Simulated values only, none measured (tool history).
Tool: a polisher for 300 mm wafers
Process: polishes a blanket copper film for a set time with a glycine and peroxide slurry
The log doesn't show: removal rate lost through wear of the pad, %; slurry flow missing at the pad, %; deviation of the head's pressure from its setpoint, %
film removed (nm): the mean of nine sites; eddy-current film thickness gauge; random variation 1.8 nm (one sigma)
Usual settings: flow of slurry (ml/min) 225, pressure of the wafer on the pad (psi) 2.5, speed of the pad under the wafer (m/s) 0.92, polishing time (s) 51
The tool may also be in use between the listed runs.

run,day,flow of slurry (ml/min),pressure of the wafer on the pad (psi),speed of the pad under the wafer (m/s),polishing time (s),wafers since the last listed run,wafers polished on this pad,hours since the slurry nozzle was cleaned,hours since the head pressure was calibrated,"incoming thickness of the incoming film, nm",film removed (nm)
1,0,225,2.5,0.92,51,0,421,33.2,145,1004.3,224.4
2,2.721,225,2.5,0.92,51,419,840,98.5,210.3,997,226.3
3,5.062,225,2.5,0.92,51,360,1201,154.7,266.5,1017.9,221.1
4,8.058,225,2.5,0.92,51,461,1662,226.6,338.4,1018.5,215.7
5,10.529,195,2.5,0.92,51,380,2043,285.9,397.7,1001.1,214.9
6,12.438,225,2.5,0.92,44,293,2337,331.7,443.5,994.8,182.9
7,14.796,225,2.5,0.92,44,363,2700,388.3,500.1,995.7,183.1
8,16.496,225,2.5,1.04,51,261,2962,429.1,540.9,1018.8,228
# day 17.104: worn pad replaced by a new one
9,18.229,225,2.5,1.04,51,241,173,470.7,582.5,1012.1,245.2
# day 20.262: slurry nozzle cleaned
10,20.975,225,2.5,0.92,51,416,589,17.1,648.4,1002.5,222.7
11,22.733,225,2.5,0.92,51,270,860,59.3,690.6,1016,224.6
12,24.783,225,2.5,0.92,51,315,1176,108.5,739.8,1022.7,222.3
13,26.188,225,2.5,0.92,51,216,1392,142.2,773.5,1028.6,220.9
14,28.729,225,2.9,0.92,51,391,1783,203.2,834.5,1025,233.1
15,31.121,170,2.5,0.92,51,368,2152,260.6,891.9,992.5,206.7
16,33.158,260,2.1,0.92,59,313,2465,309.5,940.8,1002.1,221.7
# day 34.462: head pressure recalibrated
17,35.425,225,2.5,0.92,51,336,2802,363.9,23.1,1018.4,209
18,37.204,225,2.2,1.16,69,274,3076,406.6,65.8,1001.3,300.2
# day 39.492: worn pad replaced by a new one
19,40.108,225,2.5,0.82,51,421,94,476.3,135.5,1012.5,210.1
# day 41.212: slurry nozzle cleaned
20,41.996,150,3.1,1.16,63,284,379,18.8,180.8,1015.9,349.8
21,44.138,225,3.4,0.78,37,329,708,70.2,232.2,1006,175.1
22,46.738,225,2.5,0.92,51,400,1109,132.6,294.6,1011.5,219.9
23,48.521,225,2.5,0.92,51,274,1383,175.4,337.4,1011.7,218
24,49.704,150,2.8,0.92,51,182,1566,203.8,365.8,1019.6,220.4
25,52.692,225,2.5,0.92,51,460,2026,275.5,437.5,1000.6,214.8
26,55.608,225,2.5,0.92,51,449,2475,345.5,507.5,1009.3,210.5
# day 57.642: worn pad replaced by a new one
27,58.496,225,2.5,0.92,64,419,131,414.8,576.8,1009.3,281.7
# day 60.083: slurry nozzle cleaned
28,60.662,225,2.2,0.8,51,327,458,13.9,628.8,997.9,188.9
29,65.625,150,1.7,0.72,64,764,1222,133,747.9,995.9,182.9
30,68.479,265,3.2,0.92,38,439,1662,201.5,816.4,1024.3,185.8
31,71.438,225,2.5,0.92,51,455,2118,272.5,887.4,1011.2,209.5
32,72.992,260,2.5,0.92,51,239,2357,309.8,924.7,1017.6,213.8
33,74.488,170,1.6,0.74,46,230,2587,345.7,960.6,1019.3,126
34,75.854,225,2.5,0.92,51,210,2798,378.5,993.4,1001.9,202.9
35,76.858,225,2.5,1.16,51,154,2952,402.6,1017.5,1005.8,239.8
# day 78.433: worn pad replaced by a new one
36,78.454,225,3.2,1,51,220,2,440.9,1055.8,996.9,283.4
37,80.283,295,2.5,0.92,51,281,284,484.8,1099.7,1006.7,235.5
# day 81.167: head pressure recalibrated
# day 82.562: slurry nozzle cleaned
38,82.725,150,1.7,0.72,64,356,641,3.9,37.4,1014.8,188.6

What the log doesn't show, run by run:
slurry flow missing at the pad, %: 0 in every run
deviation of the head's pressure from its setpoint, %: 0 in every run
H1: removal rate lost through wear of the pad, %
run,H1
1,1.46
2,2.72
3,3.81
4,5.19
5,6.34
6,7.23
7,8.32
8,9.11
9,1.34
10,2.61
11,3.42
12,4.38
13,5.03
14,6.21
15,7.31
16,8.26
17,9.31
18,10.1
19,1.44
20,2.31
21,3.31
22,4.51
23,5.34
24,5.89
25,7.27
26,8.63
27,1.98
28,2.99
29,5.29
30,6.61
31,7.98
32,8.7
33,9.4
34,10
35,10.5
36,0.031
37,0.879
38,2.01
